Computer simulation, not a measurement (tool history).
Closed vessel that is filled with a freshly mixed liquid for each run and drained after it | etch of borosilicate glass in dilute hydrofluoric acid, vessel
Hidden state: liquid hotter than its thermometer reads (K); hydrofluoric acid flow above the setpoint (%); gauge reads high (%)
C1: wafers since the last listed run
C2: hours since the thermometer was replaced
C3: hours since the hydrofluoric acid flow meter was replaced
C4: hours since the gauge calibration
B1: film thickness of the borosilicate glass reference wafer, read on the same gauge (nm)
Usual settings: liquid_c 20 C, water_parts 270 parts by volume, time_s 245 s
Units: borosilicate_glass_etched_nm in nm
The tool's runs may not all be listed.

Run 1, hour 0: usual settings; C1 0; C2 379; C3 1564.3; C4 237.9; B1 69.95. Result: borosilicate_glass_etched_nm 25.81 nm.
Run 2, hour 17.6: usual settings; C1 1986; C2 396.6; C3 1581.9; C4 255.5; B1 70. Result: borosilicate_glass_etched_nm 26.09 nm.
Run 3, hour 32.6: usual settings; C1 1692; C2 411.6; C3 1596.9; C4 270.5; B1 69.98. Result: borosilicate_glass_etched_nm 25.97 nm.
Run 4, hour 54.2: usual settings; C1 2437; C2 433.2; C3 1618.5; C4 292.1; B1 70.01. Result: borosilicate_glass_etched_nm 26.02 nm.
Run 5, hour 80.7: usual settings; C1 2990; C2 459.7; C3 1645; C4 318.6; B1 70. Result: borosilicate_glass_etched_nm 25.63 nm.
Run 6, hour 107.7: usual settings; C1 3046; C2 486.7; C3 1672; C4 345.6; B1 69.99. Result: borosilicate_glass_etched_nm 26 nm.
Run 7, hour 140.9: usual settings; C1 3746; C2 519.9; C3 1705.2; C4 378.8; B1 70. Result: borosilicate_glass_etched_nm 25.97 nm.
Run 8, hour 248.8: usual settings but time_s 175 s; C1 12175; C2 627.8; C3 1813.1; C4 486.7; B1 69.97. Result: borosilicate_glass_etched_nm 18.77 nm.
Run 9, hour 284: usual settings; C1 3972; C2 663; C3 1848.3; C4 521.9; B1 70.03. Result: borosilicate_glass_etched_nm 26.36 nm.
Run 10, hour 307.2: usual settings; C1 2617; C2 686.2; C3 1871.5; C4 545.1; B1 70. Result: borosilicate_glass_etched_nm 26.64 nm.
Run 11, hour 389.8: usual settings but water_parts 365 parts by volume, time_s 165 s; C1 9320; C2 768.8; C3 1954.1; C4 627.7; B1 70.02. Result: borosilicate_glass_etched_nm 12.2 nm.
Run 12, hour 417.7: usual settings but water_parts 365 parts by volume, time_s 165 s; C1 3148; C2 796.7; C3 1982; C4 655.6; B1 70.02. Result: borosilicate_glass_etched_nm 12.23 nm.
Run 13, hour 450.2: usual settings but water_parts 365 parts by volume, time_s 165 s; C1 3667; C2 829.2; C3 2014.5; C4 688.1; B1 70. Result: borosilicate_glass_etched_nm 12.34 nm.
Run 14, hour 471.2: usual settings; C1 2369; C2 850.2; C3 2035.5; C4 709.1; B1 70.01. Result: borosilicate_glass_etched_nm 26.91 nm.
Run 15, hour 496.8: usual settings but liquid_c 25 C, water_parts 390 parts by volume, time_s 350 s; C1 2888; C2 875.8; C3 2061.1; C4 734.7; B1 70. Result: borosilicate_glass_etched_nm 28.56 nm.
Run 16, hour 526.9: usual settings; C1 3396; C2 905.9; C3 2091.2; C4 764.8; B1 70. Result: borosilicate_glass_etched_nm 26.94 nm.
Run 17, hour 540.7: usual settings but liquid_c 23.5 C, water_parts 145 parts by volume; C1 1557; C2 919.7; C3 2105; C4 778.6; B1 70. Result: borosilicate_glass_etched_nm 65.29 nm.
Run 18, hour 559.5: usual settings; C1 2121; C2 938.5; C3 2123.8; C4 797.4; B1 70.04. Result: borosilicate_glass_etched_nm 27.08 nm.
Run 19, hour 572.4: usual settings; C1 1455; C2 951.4; C3 2136.7; C4 810.3; B1 69.99. Result: borosilicate_glass_etched_nm 27.32 nm.
Run 20, hour 606.9: usual settings; C1 3893; C2 985.9; C3 2171.2; C4 844.8; B1 70. Result: borosilicate_glass_etched_nm 27.34 nm.
Run 21, hour 630: usual settings but liquid_c 18.5 C, time_s 120 s; C1 2606; C2 1009; C3 2194.3; C4 867.9; B1 70.03. Result: borosilicate_glass_etched_nm 12.54 nm.
At hour 638.6: thermometer replaced.
Run 22, hour 660.7: usual settings but liquid_c 22.5 C, water_parts 380 parts by volume; C1 3351; C2 22.1; C3 2225; C4 898.6; B1 69.98. Result: borosilicate_glass_etched_nm 18.25 nm.
At hour 661.7: gauge calibrated.
At hour 670.1: hydrofluoric acid flow meter replaced.
Run 23, hour 675.1: usual settings; C1 1512; C2 36.5; C3 5; C4 13.4; B1 70. Result: borosilicate_glass_etched_nm 23.49 nm.
Run 24, hour 702.4: usual settings but liquid_c 24 C, water_parts 375 parts by volume; C1 3080; C2 63.8; C3 32.3; C4 40.7; B1 70.04. Result: borosilicate_glass_etched_nm 17.71 nm.
Run 25, hour 734.4: usual settings but liquid_c 25 C, water_parts 180 parts by volume, time_s 340 s; C1 3610; C2 95.8; C3 64.3; C4 72.7; B1 69.95. Result: borosilicate_glass_etched_nm 64.83 nm.
Run 26, hour 752.6: usual settings but liquid_c 23.5 C; C1 2053; C2 114; C3 82.5; C4 90.9; B1 69.97. Result: borosilicate_glass_etched_nm 26.95 nm.
Run 27, hour 777.1: usual settings but liquid_c 21.5 C; C1 2764; C2 138.5; C3 107; C4 115.4; B1 69.96. Result: borosilicate_glass_etched_nm 24.84 nm.
Run 28, hour 802.4: usual settings; C1 2854; C2 163.8; C3 132.3; C4 140.7; B1 70.05. Result: borosilicate_glass_etched_nm 23.59 nm.
Run 29, hour 827.1: usual settings but liquid_c 17 C, water_parts 310 parts by volume; C1 2787; C2 188.5; C3 157; C4 165.4; B1 70.01. Result: borosilicate_glass_etched_nm 17.9 nm.
Run 30, hour 854.5: usual settings but liquid_c 17 C, water_parts 190 parts by volume, time_s 305 s; C1 3091; C2 215.9; C3 184.4; C4 192.8; B1 69.99. Result: borosilicate_glass_etched_nm 40.31 nm.
Run 31, hour 889.9: usual settings but water_parts 350 parts by volume; C1 3994; C2 251.3; C3 219.8; C4 228.2; B1 70. Result: borosilicate_glass_etched_nm 17.11 nm.
Run 32, hour 903.8: usual settings but liquid_c 23 C, water_parts 305 parts by volume, time_s 340 s; C1 1568; C2 265.2; C3 233.7; C4 242.1; B1 70.01. Result: borosilicate_glass_etched_nm 31.63 nm.
Run 33, hour 938.2: usual settings but water_parts 355 parts by volume; C1 3881; C2 299.6; C3 268.1; C4 276.5; B1 69.98. Result: borosilicate_glass_etched_nm 16.95 nm.

Some steps in borosilicate_glass_etched_nm between neighbouring runs. How much of each would the tool show without its hidden state too (settings, what came in, random variation), and how much is left for the hidden state, with any gauge scatter that isn't in both results?
Run 16 -> 17: liquid_c 20 -> 23.5, water_parts 270 -> 145. borosilicate_glass_etched_nm +38.35 nm: hidden state +5.11, all else +33.24.
Run 17 -> 18: liquid_c 23.5 -> 20, water_parts 145 -> 270. borosilicate_glass_etched_nm -38.21 nm: hidden state -5.02, all else -33.19.
Run 20 -> 21: liquid_c 20 -> 18.5, time_s 245 -> 120. borosilicate_glass_etched_nm -14.8 nm: hidden state -2.1, all else -12.7.
Run 24 -> 25: liquid_c 24 -> 25, water_parts 375 -> 180, time_s 245 -> 340. borosilicate_glass_etched_nm +47.12 nm: hidden state +0.68, all else +46.44.
